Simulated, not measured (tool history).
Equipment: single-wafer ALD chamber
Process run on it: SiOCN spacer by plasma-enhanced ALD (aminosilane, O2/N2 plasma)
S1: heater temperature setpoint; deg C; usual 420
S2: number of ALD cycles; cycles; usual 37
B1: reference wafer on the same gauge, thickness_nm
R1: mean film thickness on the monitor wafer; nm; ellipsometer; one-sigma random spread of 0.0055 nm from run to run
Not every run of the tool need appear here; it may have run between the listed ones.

run 1 hour=0.0 | S1=420 S2=37 | B1=2.341 | R1=2.201
run 2 hour=7.5 | S1=430 S2=37 | B1=2.341 | R1=2.138
run 3 hour=56.3 | S1=430 S2=37 | B1=2.340 | R1=2.133
-- hour=75.7 thermocouple changed; heater temperature recalibrated
run 4 hour=76.2 | S1=430 S2=37 | B1=2.340 | R1=2.139
run 5 hour=83.6 | S1=420 S2=37 | B1=2.341 | R1=2.194
run 6 hour=99.5 | S1=420 S2=37 | B1=2.340 | R1=2.210
run 7 hour=117.0 | S1=415 S2=32 | B1=2.340 | R1=1.934
run 8 hour=134.9 | S1=424 S2=39 | B1=2.340 | R1=2.289
-- hour=139.5 gauge calibrated
run 9 hour=141.6 | S1=420 S2=37 | B1=2.340 | R1=2.196
run 10 hour=156.3 | S1=411 S2=42 | B1=2.341 | R1=2.563
run 11 hour=174.1 | S1=434 S2=37 | B1=2.340 | R1=2.108
run 12 hour=189.8 | S1=433 S2=41 | B1=2.341 | R1=2.341
run 13 hour=205.0 | S1=420 S2=37 | B1=2.341 | R1=2.197
run 14 hour=219.3 | S1=425 S2=30 | B1=2.339 | R1=1.751
run 15 hour=227.4 | S1=413 S2=41 | B1=2.341 | R1=2.494

Give the tool's hidden conditions for every run:
wafer temperature above the value expected at the setpoint (K): 0 at every run
gauge reads high (%): 0 at every run
